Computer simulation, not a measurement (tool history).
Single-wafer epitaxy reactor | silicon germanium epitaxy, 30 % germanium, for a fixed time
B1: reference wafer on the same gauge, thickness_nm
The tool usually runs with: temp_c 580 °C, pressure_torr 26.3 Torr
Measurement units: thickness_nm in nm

{"run": 1, "day": 0.0, "temp_c": 580, "pressure_torr": 26.3, "B1": 41.703, "thickness_nm": 50.525}
{"run": 2, "day": 0.55, "temp_c": 580, "pressure_torr": 26.3, "B1": 41.649, "thickness_nm": 50.19}
{"run": 3, "day": 1.942, "temp_c": 580, "pressure_torr": 26.3, "B1": 41.679, "thickness_nm": 50.255}
{"run": 4, "day": 2.733, "temp_c": 580, "pressure_torr": 26.3, "B1": 41.667, "thickness_nm": 50.511}
{"run": 5, "day": 3.621, "temp_c": 580, "pressure_torr": 26.3, "B1": 41.704, "thickness_nm": 50.776}
{"run": 6, "day": 4.808, "temp_c": 580, "pressure_torr": 26.3, "B1": 41.615, "thickness_nm": 50.631}
{"run": 7, "day": 5.362, "temp_c": 580, "pressure_torr": 26.3, "B1": 41.707, "thickness_nm": 51.177}
{"run": 8, "day": 6.338, "temp_c": 580, "pressure_torr": 24.6, "B1": 41.704, "thickness_nm": 50.091}
{"run": 9, "day": 7.792, "temp_c": 580, "pressure_torr": 24.6, "B1": 41.661, "thickness_nm": 50.285}
{"run": 10, "day": 9.212, "temp_c": 580, "pressure_torr": 24.6, "B1": 41.738, "thickness_nm": 49.637}
{"day": 11.208, "done": "pyrometer calibrated"}
{"run": 11, "day": 11.525, "temp_c": 580, "pressure_torr": 26.3, "B1": 41.747, "thickness_nm": 45.944}
{"day": 12.083, "done": "showerhead replaced"}
{"run": 12, "day": 12.821, "temp_c": 580, "pressure_torr": 26.3, "B1": 41.695, "thickness_nm": 46.111}
{"run": 13, "day": 13.625, "temp_c": 580, "pressure_torr": 26.3, "B1": 41.716, "thickness_nm": 46.374}
{"day": 14.417, "done": "capacitance manometer re-zeroed and calibrated"}
{"run": 14, "day": 14.5, "temp_c": 580, "pressure_torr": 26.3, "B1": 41.667, "thickness_nm": 46.833}
{"run": 15, "day": 15.05, "temp_c": 580, "pressure_torr": 28.5, "B1": 41.732, "thickness_nm": 47.368}
{"run": 16, "day": 17.229, "temp_c": 584, "pressure_torr": 24.4, "B1": 41.663, "thickness_nm": 48.928}
{"day": 17.312, "done": "gauge calibrated"}
{"run": 17, "day": 18.017, "temp_c": 586, "pressure_torr": 28.1, "B1": 41.688, "thickness_nm": 53.958}
{"run": 18, "day": 18.992, "temp_c": 580, "pressure_torr": 26.3, "B1": 41.738, "thickness_nm": 46.674}
{"run": 19, "day": 20.175, "temp_c": 567, "pressure_torr": 30.5, "B1": 41.67, "thickness_nm": 37.615}
{"run": 20, "day": 21.662, "temp_c": 585, "pressure_torr": 32.7, "B1": 41.713, "thickness_nm": 56.037}
{"run": 21, "day": 26.158, "temp_c": 568, "pressure_torr": 26.3, "B1": 41.662, "thickness_nm": 36.66}
{"run": 22, "day": 27.062, "temp_c": 580, "pressure_torr": 26.3, "B1": 41.678, "thickness_nm": 47.455}
{"run": 23, "day": 27.696, "temp_c": 580, "pressure_torr": 26.3, "B1": 41.678, "thickness_nm": 47.168}
{"run": 24, "day": 28.296, "temp_c": 568, "pressure_torr": 26.3, "B1": 41.698, "thickness_nm": 37.305}
{"run": 25, "day": 29.683, "temp_c": 580, "pressure_torr": 32.1, "B1": 41.718, "thickness_nm": 50.498}
{"run": 26, "day": 30.421, "temp_c": 580, "pressure_torr": 26.3, "B1": 41.715, "thickness_nm": 47.813}
{"run": 27, "day": 32.004, "temp_c": 572, "pressure_torr": 22.3, "B1": 41.701, "thickness_nm": 38.459}
{"run": 28, "day": 32.65, "temp_c": 568, "pressure_torr": 31.8, "B1": 41.623, "thickness_nm": 39.896}
{"run": 29, "day": 34.108, "temp_c": 580, "pressure_torr": 26.3, "B1": 41.722, "thickness_nm": 47.126}

Some steps in thickness_nm between neighbouring runs. How much of each would the tool show without its hidden state too (settings, what came in, random variation), and how much is left for the hidden state, with any gauge scatter that isn't in both results?
The tool's hidden condition here consists of: wafer temperature above the value expected at the setpoint (K); true pressure above the setpoint (%); gauge reads high (%).
Run 10 -> 11: pressure_torr 24.6 -> 26.3, pyrometer calibrated. thickness_nm -3.693 nm: hidden state -4.533, all else +0.840.
Run 19 -> 20: temp_c 567 -> 585, pressure_torr 30.5 -> 32.7. thickness_nm +18.422 nm: hidden state +0.311, all else +18.111.
Run 20 -> 21: temp_c 585 -> 568, pressure_torr 32.7 -> 26.3. thickness_nm -19.377 nm: hidden state -0.034, all else -19.343.
Run 24 -> 25: temp_c 568 -> 580, pressure_torr 26.3 -> 32.1. thickness_nm +13.193 nm: hidden state +0.365, all else +12.828.

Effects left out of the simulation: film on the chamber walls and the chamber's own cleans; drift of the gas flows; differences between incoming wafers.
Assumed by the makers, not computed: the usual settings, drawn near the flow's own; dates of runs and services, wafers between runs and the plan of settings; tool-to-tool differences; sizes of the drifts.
